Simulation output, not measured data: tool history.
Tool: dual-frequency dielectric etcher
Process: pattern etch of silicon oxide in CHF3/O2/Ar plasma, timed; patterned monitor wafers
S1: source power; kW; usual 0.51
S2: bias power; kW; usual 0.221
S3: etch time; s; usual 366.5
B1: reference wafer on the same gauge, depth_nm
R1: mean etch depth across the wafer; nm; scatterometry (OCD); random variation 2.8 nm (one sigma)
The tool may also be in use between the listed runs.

run    hour    S1     S2     S3     B1     R1
  1       0  0.51  0.221  366.5  633.5  746.3
  2    74.1  0.51  0.221  366.5  634.5  741.9
  3   181.2  0.51  0.209  366.5  633.7  722.9
        255  -- gauge calibrated
  4   263.5  0.51  0.221  437.5  634.3  887.3
        298  -- upper electrode replaced
  5   322.8  0.51  0.221  437.5  633.5  875.7
  6   428.2  0.51  0.221  437.5  633.7  876.7
  7   517.9  0.51  0.221  366.5  633.9  728.2
      574.9  -- wet clean of the chamber
  8   581.4  0.51  0.221  366.5  633.9  745.4
  9     657  0.51  0.221  366.5  633.7  744.9
 10   836.1  0.51  0.269  366.5  634.4  794.8
 11   889.9  0.51  0.221  366.5  633.4  736.2
        966  -- bias power generator calibrated
 12   966.5  0.63  0.221  431.5    634  894.5
 13  1005.5  0.51  0.221  366.5  633.7  713.2
 14  1059.8  0.51  0.205    267  633.5  503.8
 15  1130.8  0.41  0.197    452  634.5  793.2
     1170.3  -- wet clean of the chamber
 16  1230.2  0.51  0.221  291.5  633.9    583
 17  1319.3  0.51  0.221  366.5  634.2  732.1
 18  1386.6  0.51  0.221  366.5  634.2    726
     1455.1  -- source power generator calibrated
 19  1466.6  0.62  0.194  312.5  634.7  624.1
 20  1568.9  0.51  0.221  366.5  633.8  718.8
 21  1613.9  0.51  0.188  366.5  633.2  671.4
 22  1697.8  0.51  0.221  366.5  634.1  713.8
 23  1769.8  0.42  0.253    444  634.5    868
     1832.5  -- wet clean of the chamber
 24  1851.7  0.43  0.169  331.5  634.9  575.7
 25  1919.7  0.51  0.221  366.5  634.2  734.6
 26  2021.7  0.51  0.269  366.5  634.4    787
 27  2124.3  0.55  0.221    308  633.8  622.7
 28  2228.2  0.42  0.202    454  634.5  827.2

Hidden state or all else? Some run-to-run changes of R1, split into what the settings, what came in and random variation would give without the hidden state, and what is left for the hidden state (with any gauge scatter that isn't in both results):
Hidden state present: etch rate over this chamber's usual, %; source power that arrives over what is set, %; bias power that arrives over what is set, %; gauge reads high (%).
Run 14 -> 15: S1 0.51 -> 0.41, S2 0.205 -> 0.197, S3 267 -> 452. R1 +289.4 nm: hidden state -14.7, all else +304.1.
Run 15 -> 16: S1 0.41 -> 0.51, S2 0.197 -> 0.221, S3 452 -> 291.5, wet clean of the chamber. R1 -210.2 nm: hidden state +32.6, all else -242.8.
Run 23 -> 24: S1 0.42 -> 0.43, S2 0.253 -> 0.169, S3 444 -> 331.5, wet clean of the chamber. R1 -292.3 nm: hidden state +31.1, all else -323.4.

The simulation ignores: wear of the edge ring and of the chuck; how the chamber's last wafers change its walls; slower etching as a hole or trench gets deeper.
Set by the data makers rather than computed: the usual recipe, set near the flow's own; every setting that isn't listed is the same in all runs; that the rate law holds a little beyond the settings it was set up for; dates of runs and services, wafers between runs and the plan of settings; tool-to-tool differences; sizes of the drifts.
